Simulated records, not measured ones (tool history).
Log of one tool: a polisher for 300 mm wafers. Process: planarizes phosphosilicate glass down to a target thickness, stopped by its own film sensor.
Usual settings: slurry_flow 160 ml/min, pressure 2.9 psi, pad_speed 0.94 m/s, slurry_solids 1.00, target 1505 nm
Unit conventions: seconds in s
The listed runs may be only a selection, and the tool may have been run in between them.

run	hour	slurry_flow	pressure	pad_speed	slurry_solids	target	incoming thickness of the incoming film, nm	seconds
1	0.0	160	2.9	0.94	1.00	1505	1921.9	49.7
# hour 12.4: slurry nozzle cleaned
2	31.1	160	2.9	0.94	1.00	1505	1959.8	52.7
# hour 57.2: slurry blender recalibrated
3	57.7	160	2.9	0.94	1.00	1505	1992.6	55.7
4	80.2	160	2.9	1.06	1.00	1505	1942.5	46.1
5	105.0	160	2.9	0.72	1.00	1505	1974.1	67.1
# hour 112.3: worn pad replaced by a new one
# hour 154.7: head pressure recalibrated
# hour 176.8: conditioning disc replaced and pad reconditioned
6	198.5	160	2.9	0.72	1.00	1505	1957.4	69.3
7	221.9	160	2.9	0.94	1.00	1505	1964.3	57.3
8	234.1	160	2.9	0.94	1.10	1505	1963.1	52.5
9	251.1	160	2.9	0.94	1.10	1505	1950.4	51.0
10	276.4	160	2.9	0.94	1.10	1505	1964.2	52.7
# hour 280.0: slurry nozzle cleaned
# hour 291.0: worn pad replaced by a new one
11	304.9	175	2.9	0.94	1.00	1505	1973.7	53.4
12	329.4	105	2.1	0.62	1.00	1436	1952.8	111.0
# hour 350.8: conditioning disc replaced and pad reconditioned
13	351.2	210	2.9	0.94	0.85	1391	1937.3	69.2
14	382.4	115	2.9	0.94	1.00	1451	1964.8	63.4
15	408.3	200	2.9	1.18	1.00	1505	1974.4	44.4
# hour 426.2: slurry blender recalibrated
# hour 450.9: worn pad replaced by a new one
16	476.7	160	2.9	0.94	0.90	1390	1934.9	69.7
# hour 496.9: head pressure recalibrated
17	497.4	210	1.9	0.84	1.10	1505	1954.6	74.6
18	517.3	195	3.4	0.72	1.00	1579	1965.5	52.2
# hour 523.5: conditioning disc replaced and pad reconditioned
# hour 533.9: slurry nozzle cleaned
19	546.8	160	2.1	0.94	1.00	1505	1958.8	66.5
20	579.4	160	3.4	0.94	1.00	1505	1957.9	48.2
# hour 652.1: worn pad replaced by a new one
21	681.3	160	2.9	0.94	1.00	1505	1988.3	56.8

Estimate the outcome of run 22 from the log above:
22	703.2	160	3.2	0.94	1.00	1505	1928.2	?

seconds: 47.7 s
With no hidden state in the tool, this same run would have given seconds 49.3 s.

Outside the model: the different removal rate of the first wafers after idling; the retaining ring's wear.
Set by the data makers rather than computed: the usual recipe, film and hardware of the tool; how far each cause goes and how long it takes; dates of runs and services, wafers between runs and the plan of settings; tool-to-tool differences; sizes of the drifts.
